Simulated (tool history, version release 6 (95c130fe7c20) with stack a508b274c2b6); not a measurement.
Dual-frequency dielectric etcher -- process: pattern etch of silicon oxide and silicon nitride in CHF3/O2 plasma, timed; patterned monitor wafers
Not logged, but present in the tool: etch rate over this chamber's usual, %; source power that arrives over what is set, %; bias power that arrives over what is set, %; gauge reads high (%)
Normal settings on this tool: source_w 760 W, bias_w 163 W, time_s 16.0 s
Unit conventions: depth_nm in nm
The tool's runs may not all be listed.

run	hour	source_w	bias_w	time_s	wafers since the last listed run	hours since the last wet clean	hours since the last source power generator calibration	hours since the last bias power generator calibration	hours since the last upper electrode change	hours since the gauge calibration	read-back reference wafer on the same gauge, depth_nm	depth_nm
1	0.0	880	163	16.0	0	307.0	4601.1	2185.8	3776.3	25.3	26.19	25.19
2	12.7	880	163	16.0	221	319.7	4613.8	2198.5	3789.0	38.0	26.23	25.28
3	25.6	880	163	16.0	225	332.6	4626.7	2211.4	3801.9	50.9	26.23	25.46
# hour 62.7: wet clean of the chamber
# hour 65.7: bias power generator calibrated
4	66.2	760	163	16.0	238	3.5	4667.3	0.5	3842.5	91.5	26.24	24.87
5	66.5	760	163	16.0	5	3.8	4667.6	0.8	3842.8	91.8	26.20	24.98
# hour 91.5: wet clean of the chamber, repeated, since the last time left the tool worse
# hour 103.1: upper electrode replaced
6	103.6	760	163	16.0	26	12.1	4704.7	37.9	0.5	128.9	26.20	23.10
7	103.9	760	163	16.0	5	12.4	4705.0	38.2	0.8	129.2	26.17	23.21
8	104.2	850	147	19.5	5	12.7	4705.3	38.5	1.1	129.5	26.18	28.94
9	109.9	920	185	11.5	99	18.4	4711.0	44.2	6.8	135.2	26.20	18.46
10	122.1	610	191	13.5	212	30.6	4723.2	56.4	19.0	147.4	26.22	19.09
# hour 128.1: gauge calibrated
# hour 135.0: source power generator calibrated
11	135.5	590	185	11.5	164	44.0	0.5	69.8	32.4	7.4	26.25	15.71
12	151.1	760	163	19.5	272	59.6	16.1	85.4	48.0	23.0	26.16	28.68
13	162.1	760	163	16.0	192	70.6	27.1	96.4	59.0	34.0	26.20	23.42
14	168.8	630	163	19.0	116	77.3	33.8	103.1	65.7	40.7	26.24	26.16
15	182.2	760	163	16.0	233	90.7	47.2	116.5	79.1	54.1	26.24	23.49

Predict each of these 4 candidate next runs independently; none follows another, all start after run 15:
A	182.6	760	163	16.0	6	91.1	47.6	116.9	79.5	54.5	?	?
B	182.6	620	201	14.5	6	91.1	47.6	116.9	79.5	54.5	?	?
C	182.6	760	194	19.0	6	91.1	47.6	116.9	79.5	54.5	?	?
D	182.6	600	189	14.5	6	91.1	47.6	116.9	79.5	54.5	?	?

run	read-back reference wafer on the same gauge, depth_nm	depth_nm
A	26.22	23.46
B	26.22	20.85
C	26.22	28.99
D	26.22	20.32
Without the tool's unlogged condition, the same runs would have read:
run	depth_nm
A	23.35
B	20.75
C	28.86
D	20.23

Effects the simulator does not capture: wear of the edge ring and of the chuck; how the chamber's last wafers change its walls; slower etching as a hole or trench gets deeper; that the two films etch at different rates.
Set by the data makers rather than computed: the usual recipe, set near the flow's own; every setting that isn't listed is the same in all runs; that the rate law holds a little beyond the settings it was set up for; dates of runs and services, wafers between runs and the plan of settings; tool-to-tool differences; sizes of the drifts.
